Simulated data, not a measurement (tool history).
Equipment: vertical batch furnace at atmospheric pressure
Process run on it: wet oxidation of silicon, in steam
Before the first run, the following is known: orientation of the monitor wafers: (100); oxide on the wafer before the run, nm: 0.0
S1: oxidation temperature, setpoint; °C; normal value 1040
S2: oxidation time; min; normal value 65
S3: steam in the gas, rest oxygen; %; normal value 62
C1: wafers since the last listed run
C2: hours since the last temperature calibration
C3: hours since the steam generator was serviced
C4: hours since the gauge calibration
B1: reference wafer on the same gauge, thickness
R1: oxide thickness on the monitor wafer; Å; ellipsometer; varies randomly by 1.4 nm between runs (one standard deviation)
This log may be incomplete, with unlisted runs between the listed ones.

run	hour	S1	S2	S3	C1	C2	C3	C4	B1	R1
1	0	1040	65	62	0	1345.6	2338.6	1020.5	538.5	5021.8
# hour 65.3: thermocouples replaced and temperature profile calibrated
2	65.8	1040	65	62	585	0.5	2404.4	1086.3	539.29	4933.4
3	142.5	1040	65	62	1074	77.2	2481.1	1163	539.27	4921.7
4	192.4	1040	65	66	699	127.1	2531	1212.9	538.61	5146.5
5	268.1	1040	65	66	1060	202.8	2606.7	1288.6	539.66	5146.3
6	351.3	1040	65	66	1165	286	2689.9	1371.8	539.12	5123.1
7	436.9	1040	65	62	1199	371.6	2775.5	1457.4	538.85	4954
8	486.9	1040	65	62	700	421.6	2825.5	1507.4	538.62	4947.7
9	766.7	1040	65	62	3919	701.4	3105.3	1787.2	538.64	4977.2
10	853.9	1040	65	62	1221	788.6	3192.5	1874.4	538.68	4973.6
11	946.9	1040	65	62	1302	881.6	3285.5	1967.4	538.66	5015
12	1045.1	1040	65	62	1375	979.8	3383.7	2065.6	539.15	5014.7
13	1097.5	1040	65	62	734	1032.2	3436.1	2118	538.96	5002.6
# hour 1105.5: gauge calibrated
14	1171.4	1040	65	62	1035	1106.1	3510	65.9	539.06	5012.8
15	1218	1040	65	62	652	1152.7	3556.6	112.5	538.53	5005.8
16	1280.1	1040	65	62	869	1214.8	3618.7	174.6	538.89	5008.9
17	1350.6	1040	44	72	987	1285.3	3689.2	245.1	538.67	4298
# hour 1399.5: steam generator serviced
18	1448.1	1051	39.5	62	1029	1382.8	48.6	342.6	539.08	3914.3
19	1553.2	1060	65	62	1472	1487.9	153.7	447.7	538.87	5635.1
20	1632.6	1040	65	62	1112	1567.3	233.1	527.1	539	5008.2
21	1709.6	1018	77	57	1078	1644.3	310.1	604.1	539.49	4625.6
# hour 1798: thermocouples replaced and temperature profile calibrated
22	1798.5	1040	65	70	909	0.5	399	693	538.93	5348
23	1860.5	1029	95.5	66	868	62.5	461	755	539.19	6152.7
24	1941.8	1059	65	62	1138	143.8	542.3	836.3	538.91	5517.6
25	1987.7	1026	41	62	642	189.7	588.2	882.2	538.93	3298
26	2064.1	1040	65	62	1070	266.1	664.6	958.6	538.78	4949.9
27	2113	1040	65	62	685	315	713.5	1007.5	539.62	4981.6
28	2177.7	1033	90.5	62	906	379.7	778.2	1072.2	538.75	5891.1
29	2261.3	1040	91.5	62	1171	463.3	861.8	1155.8	539.12	6142.3
30	2322.4	1054	91.5	62	855	524.4	922.9	1216.9	538.65	6634

What if the next run were any one of these 4? Each begins from the tool's condition after run 30:
A	2326.7	1040	65	62	60	528.7	927.2	1221.2	?	?
B	2326.7	1055	56	55	60	528.7	927.2	1221.2	?	?
C	2326.7	1040	53.5	69	60	528.7	927.2	1221.2	?	?
D	2326.7	1040	82.5	57	60	528.7	927.2	1221.2	?	?

run	B1	R1
A	538.84	4944.9
B	538.84	4554.3
C	538.84	4674.8
D	538.84	5452.2
Take away the tool's hidden state, keep each run's random variation, and the runs would have read:
run	R1
A	4905
B	4518.1
C	4636.2
D	5409.9
